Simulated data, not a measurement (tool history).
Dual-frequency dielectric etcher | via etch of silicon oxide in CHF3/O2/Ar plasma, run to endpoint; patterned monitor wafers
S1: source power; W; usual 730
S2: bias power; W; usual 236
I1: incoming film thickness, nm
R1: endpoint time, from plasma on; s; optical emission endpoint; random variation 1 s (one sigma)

run,hour,S1,S2,I1,R1
1,0.0,690,236,596.2,256.4
2,163.1,690,236,594.7,257.4
3,227.9,690,236,591.3,256.4
4,296.5,730,236,601.9,255.1
# hour 339.1: wet clean of the chamber
5,374.3,730,189,594.0,273.0
6,476.9,610,207,595.6,285.0
# hour 535.1: upper electrode replaced
7,535.6,610,207,596.9,285.1
8,627.0,610,207,597.9,287.0
9,727.2,730,221,601.1,262.1
10,808.9,730,221,595.6,260.3
# hour 820.3: bias power generator calibrated
11,876.3,850,236,595.9,235.9
# hour 947.5: wet clean of the chamber
12,949.6,850,236,591.3,233.5
13,998.5,850,236,598.6,239.3
14,1070.5,650,292,598.7,243.9
# hour 1074.5: source power generator calibrated
15,1142.6,730,236,590.8,245.5
16,1239.4,890,236,594.7,227.0
17,1318.3,600,281,594.8,246.6
18,1398.1,730,236,596.2,247.2
19,1503.6,730,236,597.3,246.0
20,1565.6,690,236,600.9,253.8
# hour 1605.9: wet clean of the chamber
21,1661.6,730,236,595.9,248.6
22,1762.3,690,236,592.1,252.6
23,1801.5,690,236,598.9,254.8
24,1901.8,840,262,594.0,225.7
25,1996.5,870,236,602.5,233.9
26,2076.9,600,290,596.2,247.5
27,2122.8,620,189,597.6,288.6
# hour 2185.5: wet clean of the chamber
28,2221.8,730,261,601.8,244.4
29,2317.9,850,236,598.7,236.4
30,2418.5,870,262,598.4,222.6
31,2456.8,590,217,593.7,279.2
32,2506.5,580,189,593.3,297.2
33,2577.4,730,220,590.7,255.0
34,2619.3,800,212,598.2,251.3

5 options for the next run, each taken on its own from the tool as it stands now. Forecast them:
A,2619.8,730,236,594.3,?
B,2619.8,640,260,594.3,?
C,2619.8,870,204,594.3,?
D,2619.8,620,283,594.3,?
E,2619.8,590,236,594.3,?

run,R1
A,248.6
B,252.6
C,244.5
D,247.5
E,271.0
Without the tool's hidden state the same runs would have given:
run,R1
A,242.9
B,246.6
C,239.1
D,241.6
E,264.7

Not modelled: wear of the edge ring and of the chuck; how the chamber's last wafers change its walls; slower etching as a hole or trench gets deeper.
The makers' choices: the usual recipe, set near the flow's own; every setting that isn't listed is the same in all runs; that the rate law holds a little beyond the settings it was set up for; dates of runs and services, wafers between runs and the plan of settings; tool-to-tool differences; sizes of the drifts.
